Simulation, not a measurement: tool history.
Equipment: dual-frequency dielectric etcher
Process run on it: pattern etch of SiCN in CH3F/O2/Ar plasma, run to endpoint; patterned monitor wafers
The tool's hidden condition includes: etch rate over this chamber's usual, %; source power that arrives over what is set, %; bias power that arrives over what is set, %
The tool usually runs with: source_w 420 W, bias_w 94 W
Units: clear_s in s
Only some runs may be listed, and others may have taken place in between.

run,day,source_w,bias_w,wafers since the last listed run,hours since the last wet clean,hours since the last source power generator calibration,hours since the last bias power generator calibration,hours since the last upper electrode change,"incoming incoming film thickness, nm",clear_s
1,0,470,79,0,235.2,1968.9,2794.3,5929.3,8.51,20
2,0.496,420,94,202,247.1,1980.8,2806.2,5941.2,8.53,19.2
3,0.854,420,94,146,255.7,1989.4,2814.8,5949.8,8.49,18.7
4,1.246,420,94,159,265.1,1998.8,2824.2,5959.2,8.48,18.6
# day 2.475: upper electrode replaced, of another model than before
5,2.496,420,85,102,295.1,2028.8,2854.2,0.5,8.55,20.4
6,2.508,420,85,5,295.4,2029.1,2854.5,0.8,8.55,20.7
# day 2.858: source power generator calibrated
7,2.879,420,94,83,304.3,0.5,2863.4,9.7,8.49,18.9
8,3.371,420,94,200,316.1,12.3,2875.2,21.5,8.56,19.2
9,3.629,420,94,105,322.3,18.5,2881.4,27.7,8.51,18.9
10,4.254,420,94,255,337.3,33.5,2896.4,42.7,8.46,18.7
11,4.7,370,94,181,348,44.2,2907.1,53.4,8.5,20.3
12,5.217,420,94,210,360.4,56.6,2919.5,65.8,8.56,19
13,5.65,500,106,176,370.8,67,2929.9,76.2,8.42,15.4
14,5.971,520,81,130,378.5,74.7,2937.6,83.9,8.54,19.1
15,6.483,490,94,209,390.8,87,2949.9,96.2,8.55,17.5
# day 7.175: bias power generator calibrated
16,7.196,420,94,222,407.9,104.1,0.5,113.3,8.61,18.9
17,7.467,350,111,110,414.4,110.6,7,119.8,8.5,18.3
18,7.892,420,100,173,424.6,120.8,17.2,130,8.61,18
# day 9.162: wet clean of the chamber
19,9.183,420,94,119,0.5,151.8,48.2,161,8.45,19
20,9.196,490,112,5,0.8,152.1,48.5,161.3,8.42,15.5
21,9.3,420,94,42,3.3,154.6,51,163.8,8.49,18.9
22,9.675,420,94,153,12.3,163.6,60,172.8,8.45,19.2
23,10.392,420,94,292,29.5,180.8,77.2,190,8.5,19.2
24,10.7,380,94,125,36.9,188.2,84.6,197.4,8.51,20.1
25,10.975,380,112,112,43.5,194.8,91.2,204,8.52,17.7
26,11.333,420,94,146,52.1,203.4,99.8,212.6,8.54,19.1
27,11.617,350,104,115,58.9,210.2,106.6,219.4,8.47,19.5
28,12.117,520,104,204,70.9,222.2,118.6,231.4,8.48,15.9
29,12.583,320,117,190,82.1,233.4,129.8,242.6,8.63,19.4
30,13.079,500,113,202,94,245.3,141.7,254.5,8.51,15.1
31,13.571,500,102,200,105.8,257.1,153.5,266.3,8.45,16.4
32,14.292,460,94,294,123.1,274.4,170.8,283.6,8.44,17.9
33,14.725,350,94,176,133.5,284.8,181.2,294,8.56,21
34,15.292,420,94,231,147.1,298.4,194.8,307.6,8.59,19.3
35,15.625,420,94,136,155.1,306.4,202.8,315.6,8.61,19
36,16.275,460,71,265,170.7,322,218.4,331.2,8.55,22.7

Some steps in clear_s between neighbouring runs. How much of each would the tool show without its hidden state too (settings, what came in, random variation), and how much is left for the hidden state, with any gauge scatter that isn't in both results?
Run 13 -> 14: source_w 500 -> 520, bias_w 106 -> 81. clear_s +3.7 s: hidden state -0.2, all else +3.9.
Run 15 -> 16: source_w 490 -> 420, bias power generator calibrated. clear_s +1.4 s: hidden state -0.2, all else +1.6.
Run 18 -> 19: bias_w 100 -> 94, wet clean of the chamber. clear_s +1 s: hidden state +0.6, all else +0.4.
Run 29 -> 30: source_w 320 -> 500, bias_w 117 -> 113. clear_s -4.3 s: hidden state +0.1, all else -4.4.
Run 35 -> 36: source_w 420 -> 460, bias_w 94 -> 71. clear_s +3.7 s: hidden state -0.1, all else +3.8.

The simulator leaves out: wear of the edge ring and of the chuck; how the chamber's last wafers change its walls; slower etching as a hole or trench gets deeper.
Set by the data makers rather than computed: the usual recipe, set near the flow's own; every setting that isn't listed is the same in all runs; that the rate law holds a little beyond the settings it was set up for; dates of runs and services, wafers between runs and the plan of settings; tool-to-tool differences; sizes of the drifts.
